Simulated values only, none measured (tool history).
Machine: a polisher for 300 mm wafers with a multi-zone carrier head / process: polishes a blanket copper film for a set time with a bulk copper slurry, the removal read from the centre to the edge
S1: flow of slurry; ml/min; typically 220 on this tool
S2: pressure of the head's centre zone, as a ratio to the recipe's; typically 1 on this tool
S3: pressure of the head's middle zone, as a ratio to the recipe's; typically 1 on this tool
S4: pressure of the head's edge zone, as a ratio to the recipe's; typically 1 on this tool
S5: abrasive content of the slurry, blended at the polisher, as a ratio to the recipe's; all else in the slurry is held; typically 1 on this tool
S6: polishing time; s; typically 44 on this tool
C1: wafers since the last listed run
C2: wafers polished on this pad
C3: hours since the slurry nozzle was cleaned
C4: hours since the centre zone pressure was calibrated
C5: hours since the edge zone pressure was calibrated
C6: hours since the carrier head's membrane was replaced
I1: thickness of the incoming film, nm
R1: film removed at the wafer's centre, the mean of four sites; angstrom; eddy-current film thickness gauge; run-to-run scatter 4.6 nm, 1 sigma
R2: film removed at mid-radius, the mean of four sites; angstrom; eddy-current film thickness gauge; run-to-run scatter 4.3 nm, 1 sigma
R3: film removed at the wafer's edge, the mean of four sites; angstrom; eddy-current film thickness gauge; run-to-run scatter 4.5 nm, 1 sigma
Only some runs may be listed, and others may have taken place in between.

run,hour,S1,S2,S3,S4,S5,S6,C1,C2,C3,C4,C5,C6,I1,R1,R2,R3
1,0,220,1,1,1,1,44,0,7962,106.2,819.1,117.4,404.7,3281,3461,3478,3478
# hour 37.6: worn pad replaced by a new one
2,50.5,220,1,1,1.08,0.75,44,684,190,156.7,869.6,167.9,455.2,3189.6,3344,3389,3404
3,99.3,220,1,0.88,1,1,44,718,908,205.5,918.4,216.7,504,3185,3364,3160,3409
# hour 131.6: carrier head's membrane replaced by a new one
4,132.1,220,0.97,1,1,1,44,409,1317,238.3,951.2,249.5,0.5,3216.1,3393,3420,3445
5,168.2,220,1,1,1,1,53,531,1848,274.4,987.3,285.6,36.6,3229.7,4068,4168,4134
# hour 186.7: centre zone pressure recalibrated
6,211.8,220,1,1,1,1,44,612,2460,318,25.1,329.2,80.2,3228.3,3406,3418,3425
7,281.6,220,1,0.93,1,1,44,1027,3487,387.8,94.9,399,150,3244.5,3383,3269,3361
8,335,275,1.11,1,1,1,44,785,4273,441.2,148.3,452.4,203.4,3289.4,3817,3472,3508
9,376.8,220,1,1,1,1,44,615,4888,483,190.1,494.2,245.2,3207.4,3268,3369,3359
# hour 411.1: edge zone pressure recalibrated
10,411.6,220,0.92,1,1,0.75,57,482,5371,517.8,224.9,0.5,280,3271.6,3771,4160,4090
11,459.6,220,1,1,1.03,1,40,706,6077,565.8,272.9,48.5,328,3243.1,2920,2995,2976
12,501.4,220,1.06,1,1,1.2,34,615,6692,607.6,314.7,90.3,369.8,3239.5,2688,2503,2580
13,527.5,220,1,1,1,0.9,44,384,7076,633.7,340.8,116.4,395.9,3253,3080,3140,3237
14,553.3,220,1.03,0.97,1,1,44,379,7456,659.5,366.6,142.2,421.7,3190.8,3151,3085,3218
# hour 582.6: slurry nozzle cleaned
15,584.5,220,1,1,1,1,44,444,7900,1.9,397.8,173.4,452.9,3261.9,3407,3495,3520
# hour 603: worn pad replaced by a new one
16,608.8,220,1.03,1,1.11,1.3,44,298,85,26.2,422.1,197.7,477.2,3275.9,3695,3677,3838
# hour 618.1: carrier head's membrane replaced by a new one
17,654,245,1,1,1,0.85,44,591,677,71.4,467.3,242.9,35.9,3229.6,3443,3501,3356
18,693.1,220,1,1,1,1,44,575,1252,110.5,506.4,282,75,3246.8,3500,3402,3416
19,843.6,220,1,1,1,1,44,2214,3467,261,656.9,432.5,225.5,3211.3,3415,3452,3336
# hour 856.5: edge zone pressure recalibrated
20,873.3,220,1.04,0.94,1,1.25,44,407,3874,290.7,686.6,16.8,255.2,3240,3661,3433,3525
21,943.7,220,1,1,1,1,44,1035,4910,361.1,757,87.2,325.6,3194.1,3398,3400,3376

4 options for the next run, each taken on its own from the tool as it stands now. Forecast them:
A,944.1,220,1,1,1,1,44,5,4916,361.5,757.4,87.6,326,3182.2,?,?,?
B,944.1,220,1,1,1,1.25,44,5,4916,361.5,757.4,87.6,326,3182.2,?,?,?
C,944.1,245,1,1,1,1,44,5,4916,361.5,757.4,87.6,326,3182.2,?,?,?
D,944.1,275,1,1,0.96,1,32,5,4916,361.5,757.4,87.6,326,3182.2,?,?,?

run,R1,R2,R3
A,3426,3409,3353
B,3544,3527,3468
C,3491,3467,3395
D,2584,2562,2450
Without the tool's unlogged condition, the same runs would have read:
run,R1,R2,R3
A,3506,3480,3405
B,3627,3600,3522
C,3564,3532,3442
D,2632,2605,2481
